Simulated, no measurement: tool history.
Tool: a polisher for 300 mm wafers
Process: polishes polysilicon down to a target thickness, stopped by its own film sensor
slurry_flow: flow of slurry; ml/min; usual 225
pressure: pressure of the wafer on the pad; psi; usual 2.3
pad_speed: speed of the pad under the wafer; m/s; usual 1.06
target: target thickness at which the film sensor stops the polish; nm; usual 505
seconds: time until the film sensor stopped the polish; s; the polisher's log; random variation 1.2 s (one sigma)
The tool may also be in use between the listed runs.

run   hour  slurry_flow  pressure  pad_speed  target  incoming thickness of the incoming film, nm  seconds
  1    0.0          225       1.9       1.06     545                                        979.8     81.7
      12.5  -- worn pad replaced by a new one
  2   13.0          225       2.3       1.06     505                                        996.0     70.2
  3   19.7          225       2.3       1.06     505                                        990.2     66.2
  4   33.9          225       2.3       1.06     505                                        983.2     66.8
  5   41.9          225       2.3       1.06     505                                        964.1     66.6
  6   59.0          225       2.3       1.06     505                                        982.2     65.5
  7   74.4          225       2.3       1.06     505                                        978.1     67.7
  8   84.2          225       2.3       1.06     505                                        968.9     65.4
  9   97.3          225       2.3       1.06     505                                        981.5     66.7
 10  113.8          260       2.3       1.22     505                                        967.2     56.4
 11  121.1          260       2.3       1.22     505                                        966.4     58.3
 12  129.2          260       2.3       1.22     505                                        965.6     59.6
 13  142.5          225       2.3       1.06     505                                        998.5     71.4
 14  151.9          225       2.3       1.06     505                                        979.2     66.7
 15  167.7          225       2.3       1.06     505                                        970.1     68.4
 16  178.0          225       2.9       1.28     505                                        997.3     49.1
 17  187.2          225       2.3       1.06     505                                        988.4     72.3
 18  194.4          225       2.7       0.74     387                                        974.5     97.4
 19  208.3          225       2.3       1.06     505                                        974.9     70.8
     212.2  -- head pressure recalibrated
 20  217.6          225       3.1       1.06     505                                        961.0     50.2
 21  228.0          260       2.3       1.26     505                                        989.8     63.2
 22  236.3          285       1.8       0.72     413                                        970.2    138.8
     249.3  -- worn pad replaced by a new one
     249.3  -- slurry nozzle cleaned
 23  249.8          225       2.7       1.44     561                                        980.3     38.5
 24  258.1          225       2.3       1.06     404                                        983.5     78.0
 25  289.0          260       2.3       1.22     505                                        966.3     57.2
 26  303.3          225       2.3       1.06     505                                        977.6     65.7
 27  312.8          225       2.3       1.06     505                                        992.5     67.8
 28  324.4          175       1.7       1.06     505                                        995.3     96.2
 29  336.4          170       2.3       1.06     611                                        973.7     53.6
 30  349.9          225       2.3       0.78     505                                        975.7     84.8
 31  367.3          225       2.3       1.06     396                                        985.2     85.3

5 ways to go on from here, each from the tool as it stands after run 31. What would each give?
  A  367.7          225       2.3       0.80     505                                        969.5        ?
  B  367.7          160       2.8       1.26     505                                        969.5        ?
  C  367.7          260       2.0       0.80     596                                        969.5        ?
  D  367.7          170       2.3       1.06     505                                        969.5        ?
  E  367.7          180       2.3       0.86     505                                        969.5        ?

run  seconds
  A     82.3
  B     49.8
  C     75.3
  D     68.8
  E     79.8
Without the tool's hidden state the same runs would have given:
run  seconds
  A     77.7
  B     47.0
  C     71.0
  D     64.9
  E     75.3

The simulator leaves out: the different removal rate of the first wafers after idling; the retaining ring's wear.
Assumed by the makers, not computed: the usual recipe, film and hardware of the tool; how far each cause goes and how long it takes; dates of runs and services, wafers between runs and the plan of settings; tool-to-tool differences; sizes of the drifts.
